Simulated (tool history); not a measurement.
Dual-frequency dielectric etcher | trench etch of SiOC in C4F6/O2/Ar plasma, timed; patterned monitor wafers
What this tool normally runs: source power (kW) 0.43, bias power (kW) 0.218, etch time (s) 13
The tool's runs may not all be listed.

run	day	source power (kW)	bias power (kW)	etch time (s)	wafers since the last listed run	hours since the last wet clean	hours since the last source power generator calibration	hours since the last bias power generator calibration	hours since the last upper electrode change	hours since the gauge calibration	read-back reference wafer on the same gauge, depth_nm	mean etch depth across the wafer (Å)
1	0	0.43	0.218	13	0	252.6	4266.7	3597.5	1270.9	1549.7	24.34	273.2
2	2.358	0.43	0.218	15	818	309.2	4323.3	3654.1	1327.5	1606.3	24.32	314.4
# day 3.95: wet clean of the chamber
3	5.158	0.43	0.218	15	625	29	4390.5	3721.3	1394.7	1673.5	24.25	312.7
4	8.975	0.35	0.218	13	1325	120.6	4482.1	3812.9	1486.3	1765.1	24.26	255.3
5	10.388	0.43	0.218	13	490	154.5	4516	3846.8	1520.2	1799	24.27	272
# day 11.412: source power generator calibrated
6	12.058	0.43	0.218	13	522	194.6	15.5	3886.9	1560.3	1839.1	24.35	275
7	14.388	0.5	0.189	13	808	250.5	71.4	3942.8	1616.2	1895	24.31	271.7
8	15.85	0.5	0.189	13	507	285.6	106.5	3977.9	1651.3	1930.1	24.3	269.6
9	18.817	0.5	0.189	13	1030	356.8	177.7	4049.1	1722.5	2001.3	24.29	271.2
# day 20.488: wet clean of the chamber
10	20.95	0.47	0.218	13	393	11.1	228.9	4100.3	1773.7	2052.5	24.32	280.7
# day 21.912: bias power generator calibrated
11	23.096	0.51	0.218	13	687	62.6	280.4	28.4	1825.2	2104	24.31	286.9
12	25.55	0.43	0.218	13	852	121.5	339.3	87.3	1884.1	2162.9	24.24	272.3
# day 26.4: gauge calibrated
13	27.15	0.43	0.187	16	555	159.9	377.7	125.7	1922.5	18	24.36	317.3
14	29.288	0.37	0.235	11	742	211.2	429	177	1973.8	69.3	24.3	224.8
15	31.612	0.43	0.218	13	807	267	484.8	232.8	2029.6	125.1	24.28	269.9
16	33.25	0.43	0.184	13	568	306.3	524.1	272.1	2068.9	164.4	24.31	255.4
17	34.512	0.53	0.176	11	438	336.6	554.4	302.4	2099.2	194.7	24.34	227.2
18	35.754	0.43	0.267	13	431	366.4	584.2	332.2	2129	224.5	24.23	292
# day 36.829: wet clean of the chamber
19	37.279	0.43	0.265	15.5	182	10.8	620.8	368.8	2165.6	261.1	24.31	347
20	40.067	0.43	0.218	13	967	77.7	687.7	435.7	2232.5	328	24.29	272
# day 42.025: upper electrode replaced
21	42.592	0.4	0.218	13	529	138.3	748.3	496.3	13.6	388.6	24.27	263.8
22	45.079	0.43	0.233	13	863	198	808	556	73.3	448.3	24.26	274.5
23	47.212	0.35	0.195	13	740	249.2	859.2	607.2	124.5	499.5	24.34	244.4
24	48.921	0.43	0.218	9.5	593	290.2	900.2	648.2	165.5	540.5	24.27	198.8
25	51.096	0.35	0.186	15.5	755	342.4	952.4	700.4	217.7	592.7	24.32	289.1
# day 54.258: wet clean of the chamber
26	54.279	0.53	0.254	17	758	0.5	1028.8	776.8	294.1	669.1	24.27	400.3
27	55.062	0.43	0.218	15	271	19.3	1047.6	795.6	312.9	687.9	24.35	313.1
28	56.238	0.43	0.218	13	407	47.5	1075.8	823.8	341.1	716.1	24.29	272.5
29	57.8	0.43	0.267	13	542	85	1113.3	861.3	378.6	753.6	24.36	291.8

Forecast each of these 5 alternatives for the next run:
A	57.817	0.5	0.218	13	5	85.4	1113.7	861.7	379	754	?	?
B	57.817	0.5	0.18	16.5	5	85.4	1113.7	861.7	379	754	?	?
C	57.817	0.33	0.218	11	5	85.4	1113.7	861.7	379	754	?	?
D	57.817	0.37	0.234	11	5	85.4	1113.7	861.7	379	754	?	?
E	57.817	0.43	0.173	11.5	5	85.4	1113.7	861.7	379	754	?	?

run	read-back reference wafer on the same gauge, depth_nm	mean etch depth across the wafer (Å)
A	24.33	282.2
B	24.33	334.5
C	24.33	210.2
D	24.33	223.2
E	24.33	219
With no hidden state in the tool, these same runs would have given:
run	mean etch depth across the wafer (Å)
A	282.2
B	334.5
C	210.2
D	223.2
E	219
